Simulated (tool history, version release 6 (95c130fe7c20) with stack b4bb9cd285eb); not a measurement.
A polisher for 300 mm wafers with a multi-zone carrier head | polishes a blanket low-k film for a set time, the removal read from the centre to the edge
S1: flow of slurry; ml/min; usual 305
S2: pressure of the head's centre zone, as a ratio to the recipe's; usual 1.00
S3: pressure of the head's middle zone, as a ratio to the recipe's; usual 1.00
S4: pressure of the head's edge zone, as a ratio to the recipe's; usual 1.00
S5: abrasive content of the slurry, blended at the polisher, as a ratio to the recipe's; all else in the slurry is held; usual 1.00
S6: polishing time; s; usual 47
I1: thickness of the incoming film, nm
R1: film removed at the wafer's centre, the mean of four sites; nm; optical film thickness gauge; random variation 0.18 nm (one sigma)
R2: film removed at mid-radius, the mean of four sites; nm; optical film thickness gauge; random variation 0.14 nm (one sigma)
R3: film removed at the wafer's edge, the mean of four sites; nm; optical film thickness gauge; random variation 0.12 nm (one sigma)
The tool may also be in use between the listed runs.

run   hour   S1    S2    S3    S4    S5  S6     I1    R1    R2    R3
  1    0.0  305  1.10  1.00  1.00  1.00  53  467.9  19.8  17.7  19.0
      23.6  -- slurry nozzle cleaned
  2   70.6  305  1.00  1.00  1.00  1.00  32  469.5  11.6  11.2  11.8
  3  117.3  305  1.08  1.00  1.00  1.00  35  464.1  13.4  12.2  12.6
     140.4  -- worn pad replaced by a new one
  4  143.5  305  1.08  1.00  1.00  1.00  47  473.5  18.1  16.6  17.2
     168.6  -- centre zone pressure recalibrated
  5  170.3  400  1.00  1.00  1.06  1.00  32  479.0  12.1  11.6  12.2
  6  205.7  305  1.00  0.95  1.00  1.25  47  476.2  18.6  17.0  18.7
  7  260.7  345  1.00  0.96  0.95  1.15  47  473.4  18.2  17.2  17.7
     278.6  -- carrier head's membrane replaced by a new one
  8  323.7  210  1.00  1.04  1.11  1.00  47  467.4  15.8  15.6  16.8
  9  375.5  305  1.00  1.00  1.00  1.00  47  473.4  16.5  15.9  16.9
 10  442.3  305  1.00  1.00  1.00  0.75  47  477.5  13.9  13.7  14.4
     474.5  -- slurry nozzle cleaned
 11  485.0  230  1.00  1.00  1.00  1.00  54  472.7  18.8  18.4  19.3
 12  531.5  305  1.10  1.04  0.92  1.00  47  467.4  18.3  17.1  16.6
     536.9  -- worn pad replaced by a new one
 13  594.1  305  1.00  1.00  1.00  1.00  47  470.1  17.1  16.4  17.3
 14  618.9  400  1.00  1.00  1.00  1.00  39  470.4  14.5  14.0  14.5
 15  670.7  305  1.03  1.00  1.00  1.00  47  470.2  17.4  16.3  17.1
     686.3  -- edge zone pressure recalibrated
 16  736.4  305  0.91  1.10  0.90  1.00  62  474.7  20.8  23.5  21.3
 17  762.0  305  1.00  1.00  1.00  1.00  47  470.0  16.9  16.3  16.9
 18  808.1  305  1.00  1.00  1.00  1.00  47  468.6  16.3  16.1  17.1
 19  844.6  305  1.00  1.00  1.00  0.90  47  469.6  15.7  15.1  16.1
 20  872.8  305  1.00  1.00  0.89  1.00  43  471.1  15.1  14.5  14.5
     880.3  -- centre zone pressure recalibrated
     889.6  -- carrier head's membrane replaced by a new one
 21  897.3  305  1.00  1.00  1.00  1.00  47  466.3  15.9  15.5  16.4

Forecast each of these 4 alternatives for the next run:
  A  897.7  305  1.00  1.00  1.00  1.00  47  471.2   ?   ?   ?
  B  897.7  255  1.00  1.00  1.00  1.00  47  471.2   ?   ?   ?
  C  897.7  405  1.00  0.95  1.05  1.10  47  471.2   ?   ?   ?
  D  897.7  305  1.00  1.00  1.03  1.00  35  471.2   ?   ?   ?

run    R1    R2    R3
  A  16.2  15.5  16.5
  B  15.6  15.0  16.1
  C  17.6  16.1  18.1
  D  12.1  11.5  12.5
Without the tool's hidden state the same runs would have given:
run    R1    R2    R3
  A  17.3  16.4  17.3
  B  16.9  16.1  17.0
  C  18.5  16.8  18.7
  D  12.9  12.2  13.0
